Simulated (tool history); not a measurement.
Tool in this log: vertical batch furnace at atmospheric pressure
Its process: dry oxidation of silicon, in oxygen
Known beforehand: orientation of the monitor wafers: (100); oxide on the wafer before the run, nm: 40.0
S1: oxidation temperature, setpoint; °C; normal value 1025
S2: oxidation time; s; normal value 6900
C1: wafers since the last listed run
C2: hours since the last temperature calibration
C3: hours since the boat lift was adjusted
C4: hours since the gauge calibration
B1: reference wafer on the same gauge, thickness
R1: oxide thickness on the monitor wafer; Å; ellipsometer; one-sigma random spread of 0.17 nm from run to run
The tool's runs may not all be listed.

run   hour    S1    S2   C1      C2      C3     C4      B1      R1
  1      0  1025  6900    0  3729.7  3422.3  399.4  110.02  1127.7
  2   24.2  1025  6900  272  3753.9  3446.5  423.6  110.04  1124.3
  3   37.6  1025  6900  150  3767.3  3459.9    437  110.04  1127.2
  4   63.9  1025  6900  296  3793.6  3486.2  463.3  109.97  1129.9
  5   94.2  1025  6900  341  3823.9  3516.5  493.6  110.01  1125.2
  6  119.2  1025  6900  281  3848.9  3541.5  518.6  109.97  1126.7
  7  136.8  1025  6900  198  3866.5  3559.1  536.2  110.01  1125.4
     164.4  -- gauge calibrated
  8  169.9  1025  6900  372  3899.6  3592.2    5.5  109.96  1128.7
  9  184.7  1025  6900  166  3914.4    3607   20.3  110.02  1128.2
 10  210.4  1025  3960  289  3940.1  3632.7     46  109.92   855.2
 11  245.3  1025  6900  393    3975  3667.6   80.9  110.04    1128
 12  277.4  1025  6900  361  4007.1  3699.7    113  109.99  1129.3
 13  297.2  1025  6900  223  4026.9  3719.5  132.8  109.91  1126.6
     344.9  -- boat lift adjusted
 14  345.4  1042  4380  272  4075.1     0.5    181  110.11   992.7
 15  350.8  1009  8040   60  4080.5     5.9  186.4  110.07  1100.3
     389.9  -- thermocouples replaced and temperature profile calibrated
 16  390.4  1039  6900  175     0.5    45.5    226  110.03  1233.3
 17    479  1025  9600  998    89.1   134.1  314.6     110  1351.2
 18  498.7  1005  5340  221   108.8   153.8  334.3  109.95   874.1
 19  523.5  1004  9300  279   133.6   178.6  359.1  109.95  1149.4

Forecast each of these 3 alternatives for the next run:
  A   529  1036  6900  61  139.1  184.1  364.6   ?   ?
  B   529  1016  9450  61  139.1  184.1  364.6   ?   ?
  C   529  1045  8370  61  139.1  184.1  364.6   ?   ?

run      B1      R1
  A  110.03  1213.4
  B  110.03  1261.4
  C  110.03  1432.6
Without the tool's unlogged condition, the same runs would have read:
run      R1
  A  1213.4
  B  1261.4
  C  1432.6
